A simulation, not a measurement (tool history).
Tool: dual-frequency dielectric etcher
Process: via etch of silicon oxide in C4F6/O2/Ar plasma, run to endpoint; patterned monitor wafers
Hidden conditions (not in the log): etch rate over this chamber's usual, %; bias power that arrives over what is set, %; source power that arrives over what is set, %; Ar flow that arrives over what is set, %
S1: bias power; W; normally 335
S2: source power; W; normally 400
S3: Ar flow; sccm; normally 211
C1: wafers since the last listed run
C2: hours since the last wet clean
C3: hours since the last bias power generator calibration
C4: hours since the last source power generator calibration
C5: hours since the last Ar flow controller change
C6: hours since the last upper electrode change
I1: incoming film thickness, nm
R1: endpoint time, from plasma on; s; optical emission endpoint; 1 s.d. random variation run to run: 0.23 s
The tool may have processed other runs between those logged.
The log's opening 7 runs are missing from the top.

Run 8, hour 112.4: usual settings; C1 65; C2 465.9; C3 4352.3; C4 3437.4; C5 13.9; C6 1848.3; I1 94.8. Result: R1 28.3 s.
Run 9, hour 125.3: usual settings; C1 122; C2 478.8; C3 4365.2; C4 3450.3; C5 26.8; C6 1861.2; I1 94.2. Result: R1 28.0 s.
At hour 166.6: source power generator calibrated.
At hour 170.0: wet clean of the chamber.
Run 10, hour 170.5: usual settings but S2 300 W, S3 251 sccm; C1 359; C2 0.5; C3 4410.4; C4 3.9; C5 72.0; C6 1906.4; I1 94.7. Result: R1 32.7 s.
Run 11, hour 182.3: usual settings but S1 294 W, S2 470 W; C1 112; C2 12.3; C3 4422.2; C4 15.7; C5 83.8; C6 1918.2; I1 95.4. Result: R1 25.9 s.
At hour 216.0: upper electrode replaced.
Run 12, hour 216.5: usual settings but S1 266 W, S2 430 W, S3 186 sccm; C1 97; C2 46.5; C3 4456.4; C4 49.9; C5 118.0; C6 0.5; I1 95.7. Result: R1 27.9 s.
Run 13, hour 216.9: usual settings but S1 387 W, S2 360 W; C1 3; C2 46.9; C3 4456.8; C4 50.3; C5 118.4; C6 0.9; I1 94.2. Result: R1 26.6 s.
Run 14, hour 252.5: usual settings but S1 409 W, S3 189 sccm; C1 338; C2 82.5; C3 4492.4; C4 85.9; C5 154.0; C6 36.5; I1 95.3. Result: R1 24.9 s.
Run 15, hour 265.3: usual settings; C1 121; C2 95.3; C3 4505.2; C4 98.7; C5 166.8; C6 49.3; I1 95.8. Result: R1 27.0 s.

Run 16, settings as shown, results not yet in. Your forecast:
Run 16, hour 276.7: usual settings; C1 108; C2 106.7; C3 4516.6; C4 110.1; C5 178.2; C6 60.7; I1 94.8. Result: R1 ?.

For run 16 the tool returned R1 27.0 s.
Were there no unlogged condition in the tool, this run, its random variation unchanged, would have produced R1 26.8 s.
